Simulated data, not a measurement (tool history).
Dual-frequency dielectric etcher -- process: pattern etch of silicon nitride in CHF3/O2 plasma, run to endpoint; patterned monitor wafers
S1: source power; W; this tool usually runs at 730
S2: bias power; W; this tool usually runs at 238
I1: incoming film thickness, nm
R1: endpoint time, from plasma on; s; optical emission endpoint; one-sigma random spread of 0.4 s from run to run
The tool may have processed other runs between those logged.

run    day   S1   S2     I1    R1
  1      0  730  238  102.1  56.9
  2  0.354  730  238  101.9  56.7
  3  0.875  730  238  101.5  57.1
  4  1.488  730  238  102.3  57.1
  5  2.025  730  238  102.1  56.9
     3.117  -- bias power generator calibrated
     3.725  -- upper electrode replaced
     3.979  -- wet clean of the chamber
  6      4  730  238  103.1  57.8
  7  4.012  730  238  102.2  56.9
  8  4.025  730  204  103.4  60.6
  9  4.042  800  238  101.6  54.5
 10  4.583  730  238    102  56.5
     4.771  -- source power generator calibrated
 11  5.229  730  202  102.3  59.7
 12  5.912  820  238  102.1    54
 13  6.292  730  238  102.6  56.9
 14  6.958  610  273  101.1  58.2
 15  7.408  730  238  102.8  57.5
 16  8.012  610  291  102.4  57.4
 17  8.692  860  267  102.4  51.4

5 ways to go on from here, each from the tool as it stands after run 17. What would each give?
  A  8.708  730  238  102   ?
  B  8.708  620  297  102   ?
  C  8.708  780  220  102   ?
  D  8.708  680  201  102   ?
  E  8.708  570  293  102   ?

run    R1
  A  57.7
  B  57.6
  C  57.4
  D  62.4
  E  59.9
Take away the tool's hidden state, keep each run's random variation, and the runs would have read:
run    R1
  A  57.7
  B  57.6
  C  57.4
  D  62.4
  E  59.9

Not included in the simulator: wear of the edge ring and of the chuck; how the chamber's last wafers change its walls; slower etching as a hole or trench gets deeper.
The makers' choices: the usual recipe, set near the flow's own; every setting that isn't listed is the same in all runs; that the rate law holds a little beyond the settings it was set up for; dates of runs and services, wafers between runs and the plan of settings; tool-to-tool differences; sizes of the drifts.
